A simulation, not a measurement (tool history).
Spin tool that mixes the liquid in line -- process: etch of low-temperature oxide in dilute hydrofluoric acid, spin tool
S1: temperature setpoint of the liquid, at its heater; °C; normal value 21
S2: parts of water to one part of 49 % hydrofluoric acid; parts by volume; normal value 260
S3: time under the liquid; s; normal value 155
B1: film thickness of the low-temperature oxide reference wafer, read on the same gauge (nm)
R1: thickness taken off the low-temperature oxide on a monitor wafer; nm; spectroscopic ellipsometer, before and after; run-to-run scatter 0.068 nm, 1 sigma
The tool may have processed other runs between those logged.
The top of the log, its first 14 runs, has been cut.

Run 15, hour 163.8: usual settings; B1 80.03. Result: R1 9.43 nm.
At hour 169.4: gauge calibrated.
Run 16, hour 174.5: usual settings but S2 150 parts by volume, S3 85 s; B1 79.98. Result: R1 9.82 nm.
Run 17, hour 181.7: usual settings but S2 200 parts by volume, S3 90 s; B1 79.99. Result: R1 7.46 nm.
At hour 186.1: thermometer replaced, repeated, since the last time left the tool worse.
Run 18, hour 190.4: usual settings; B1 79.96. Result: R1 10.58 nm.
Run 19, hour 203.6: usual settings; B1 79.99. Result: R1 10.54 nm.
Run 20, hour 212.8: usual settings but S1 17.5 °C, S3 100 s; B1 80.01. Result: R1 6.04 nm.
Run 21, hour 229.5: usual settings; B1 80.02. Result: R1 10.51 nm.
At hour 231.6: hydrofluoric acid flow meter replaced.
Run 22, hour 237.2: usual settings but S2 195 parts by volume; B1 80.02. Result: R1 15.12 nm.
Run 23, hour 244.9: usual settings; B1 79.97. Result: R1 10.56 nm.
Run 24, hour 255.2: usual settings but S1 18 °C, S3 70 s; B1 80.02. Result: R1 4.24 nm.
Run 25, hour 267.6: usual settings but S1 24.5 °C, S3 80 s; B1 79.99. Result: R1 6.11 nm.
Run 26, hour 283.6: usual settings but S2 205 parts by volume, S3 215 s; B1 79.97. Result: R1 19.49 nm.
Run 27, hour 294.3: usual settings; B1 79.98. Result: R1 10.52 nm.
Run 28, hour 306.7: usual settings; B1 80.01. Result: R1 10.63 nm.
Run 29, hour 320.3: usual settings but S1 24.5 °C, S2 165 parts by volume; B1 79.98. Result: R1 20.95 nm.
Run 30, hour 336.1: usual settings but S1 25 °C, S2 190 parts by volume; B1 79.99. Result: R1 18.02 nm.
Run 31, hour 350: usual settings but S1 24 °C, S2 310 parts by volume, S3 105 s; B1 80.01. Result: R1 6.32 nm.
Run 32, hour 366.2: usual settings but S1 24 °C, S2 300 parts by volume, S3 220 s; B1 80.01. Result: R1 13.84 nm.

Branching from run 32: 4 alternative next runs. What would each branch give?
Run A, hour 366.7: usual settings; B1 ?. Result: R1 ?.
Run B, hour 366.7: usual settings but S1 18 °C, S3 60 s; B1 ?. Result: R1 ?.
Run C, hour 366.7: usual settings but S1 17.5 °C, S2 365 parts by volume; B1 ?. Result: R1 ?.
Run D, hour 366.7: usual settings but S2 320 parts by volume; B1 ?. Result: R1 ?.

run     B1    R1
  A  80.02  10.6
  B  80.02  3.66
  C  80.02  6.06
  D  80.02  8.15
Without the tool's unlogged condition, the same runs would have read:
run    R1
  A  10.7
  B   3.7
  C  6.12
  D  8.23
